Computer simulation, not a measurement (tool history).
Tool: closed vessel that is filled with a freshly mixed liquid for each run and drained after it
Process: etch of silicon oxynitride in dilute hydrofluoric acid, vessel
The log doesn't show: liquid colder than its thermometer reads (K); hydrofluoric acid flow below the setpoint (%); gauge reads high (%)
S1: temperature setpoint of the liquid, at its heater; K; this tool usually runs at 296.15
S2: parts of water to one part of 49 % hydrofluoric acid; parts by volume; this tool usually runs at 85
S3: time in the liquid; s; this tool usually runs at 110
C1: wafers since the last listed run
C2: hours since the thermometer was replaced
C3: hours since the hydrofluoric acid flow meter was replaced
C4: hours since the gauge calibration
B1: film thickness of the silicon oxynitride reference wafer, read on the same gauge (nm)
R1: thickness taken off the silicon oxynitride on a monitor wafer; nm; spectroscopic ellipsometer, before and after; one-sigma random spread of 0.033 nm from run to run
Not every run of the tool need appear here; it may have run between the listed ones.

run	hour	S1	S2	S3	C1	C2	C3	C4	B1	R1
1	0.0	296.15	85	110	0	369.1	1452.1	330.5	49.996	4.270
2	51.9	296.15	85	110	4973	421.0	1504.0	382.4	49.986	4.243
3	96.7	296.15	85	110	4293	465.8	1548.8	427.2	49.997	4.117
4	161.0	296.15	85	110	6161	530.1	1613.1	491.5	50.026	4.155
5	195.4	296.15	85	110	3296	564.5	1647.5	525.9	50.014	4.104
6	232.4	296.15	85	110	3545	601.5	1684.5	562.9	50.012	4.085
# hour 245.7: thermometer replaced
7	262.0	296.15	85	110	2740	16.3	1714.1	592.5	49.992	4.341
8	325.4	296.15	85	110	6075	79.7	1777.5	655.9	49.995	4.354
9	367.3	296.15	85	110	4015	121.6	1819.4	697.8	49.992	4.274
10	402.8	296.15	85	110	3401	157.1	1854.9	733.3	49.988	4.310
# hour 478.2: gauge calibrated
11	578.4	296.15	85	110	16827	332.7	2030.5	100.2	50.007	4.187
12	614.2	296.15	65	140	3430	368.5	2066.3	136.0	49.991	7.069
# hour 665.0: hydrofluoric acid flow meter replaced
13	676.1	300.65	60	45	5835	430.4	11.1	197.9	49.993	3.341
14	706.8	296.15	120	80	2941	461.1	41.8	228.6	49.997	2.269
15	753.4	296.15	85	110	4465	507.7	88.4	275.2	49.992	4.470
16	793.1	296.15	85	110	3804	547.4	128.1	314.9	50.007	4.445
# hour 828.2: thermometer replaced
17	830.4	296.15	85	110	3478	2.2	165.4	352.2	49.992	4.745
18	884.8	296.15	70	110	5213	56.6	219.8	406.6	50.019	5.719
19	954.3	296.15	85	110	6660	126.1	289.3	476.1	49.995	4.644

Estimate the outcome of run 20 from the log above:
20	987.5	300.65	115	45	3181	159.3	322.5	509.3	?	?

For run 20 the tool returned B1 49.999, R1 1.685 nm.
Without the tool's hidden state the same run would have given R1 1.767 nm.
